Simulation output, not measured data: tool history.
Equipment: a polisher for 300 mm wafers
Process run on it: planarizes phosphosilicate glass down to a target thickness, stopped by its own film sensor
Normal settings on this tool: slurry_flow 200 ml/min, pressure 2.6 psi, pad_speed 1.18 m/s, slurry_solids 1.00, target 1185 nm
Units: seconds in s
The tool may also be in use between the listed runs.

run,hour,slurry_flow,pressure,pad_speed,slurry_solids,target,wafers since the last listed run,wafers polished on this pad,hours since the slurry nozzle was cleaned,hours since the head pressure was calibrated,hours since the slurry blender was calibrated,hours since the conditioning disc was replaced,"incoming thickness of the incoming film, nm",seconds
1,0.0,200,2.6,1.02,1.00,1185,0,1478,303.8,580.1,66.9,194.0,1840.7,109.4
# hour 7.2: head pressure recalibrated
2,63.0,200,2.6,1.02,1.00,1185,779,2257,366.8,55.8,129.9,257.0,1827.3,112.9
3,108.6,200,2.6,1.18,1.00,1185,582,2840,412.4,101.4,175.5,302.6,1849.5,102.3
4,179.2,200,2.6,1.18,1.00,1185,902,3742,483.0,172.0,246.1,373.2,1852.5,103.3
5,243.6,200,2.6,1.18,1.00,1185,822,4565,547.4,236.4,310.5,437.6,1821.0,103.2
# hour 257.9: conditioning disc replaced and pad reconditioned
6,292.9,200,2.6,1.18,1.00,1185,604,5169,596.7,285.7,359.8,35.0,1855.7,109.2
# hour 333.1: worn pad replaced by a new one, of another model than before
7,362.1,200,2.6,1.18,1.00,1185,833,370,665.9,354.9,429.0,104.2,1830.2,111.2
# hour 408.6: slurry nozzle cleaned
8,415.7,200,2.6,0.86,0.80,1185,672,1042,7.1,408.5,482.6,157.8,1840.8,119.6
# hour 430.0: slurry blender recalibrated
9,468.0,200,2.6,1.18,1.00,1185,642,1685,59.4,460.8,38.0,210.1,1844.6,101.3
10,492.5,200,2.6,1.18,1.00,1185,313,1998,83.9,485.3,62.5,234.6,1848.9,98.6
11,528.8,200,2.6,1.18,1.00,1249,463,2462,120.2,521.6,98.8,270.9,1865.1,94.0
# hour 644.0: head pressure recalibrated
# hour 675.3: conditioning disc replaced and pad reconditioned
12,693.2,200,2.6,1.18,0.80,1374,2049,4511,284.6,49.2,263.2,17.9,1836.4,77.7
13,738.6,200,2.6,1.18,1.00,1185,580,5091,330.0,94.6,308.6,63.3,1817.1,96.7
# hour 742.6: worn pad replaced by a new one
14,803.2,235,3.3,1.18,1.00,1185,774,774,394.6,159.2,373.2,127.9,1867.6,94.5
15,832.4,200,2.8,1.18,0.85,1185,373,1147,423.8,188.4,402.4,157.1,1831.9,101.8
16,889.5,255,3.5,1.48,1.00,1366,729,1876,480.9,245.5,459.5,214.2,1804.2,49.3
# hour 924.9: slurry blender recalibrated
17,978.2,200,2.6,1.18,1.00,1185,1107,2984,569.6,334.2,53.3,302.9,1861.2,110.4
# hour 1007.7: slurry nozzle cleaned
18,1043.4,200,1.9,1.56,1.00,1185,820,3804,35.7,399.4,118.5,368.1,1847.0,106.9
19,1111.0,145,2.6,1.04,1.00,1362,863,4668,103.3,467.0,186.1,435.7,1803.5,74.6
# hour 1125.1: conditioning disc replaced and pad reconditioned
# hour 1136.4: worn pad replaced by a new one
20,1154.3,200,2.2,1.54,0.85,1185,476,228,146.6,510.3,229.4,29.2,1863.9,102.7
21,1220.7,255,2.6,1.18,1.00,1305,848,1077,213.0,576.7,295.8,95.6,1828.6,76.0
22,1251.6,200,2.6,1.18,1.00,1185,394,1472,243.9,607.6,326.7,126.5,1832.2,97.5
23,1292.9,200,2.6,0.90,1.00,1002,527,1999,285.2,648.9,368.0,167.8,1866.0,149.8

For run 24, what comes out?
# hour 1321.1: head pressure recalibrated
24,1407.2,160,2.6,1.18,0.85,1185,1434,3434,399.5,86.1,482.3,282.1,1882.7,?

Run 24 came out at seconds 120.8 s.
With the hidden condition absent and the run-to-run variation left alone, this run would have shown seconds 114.5 s.
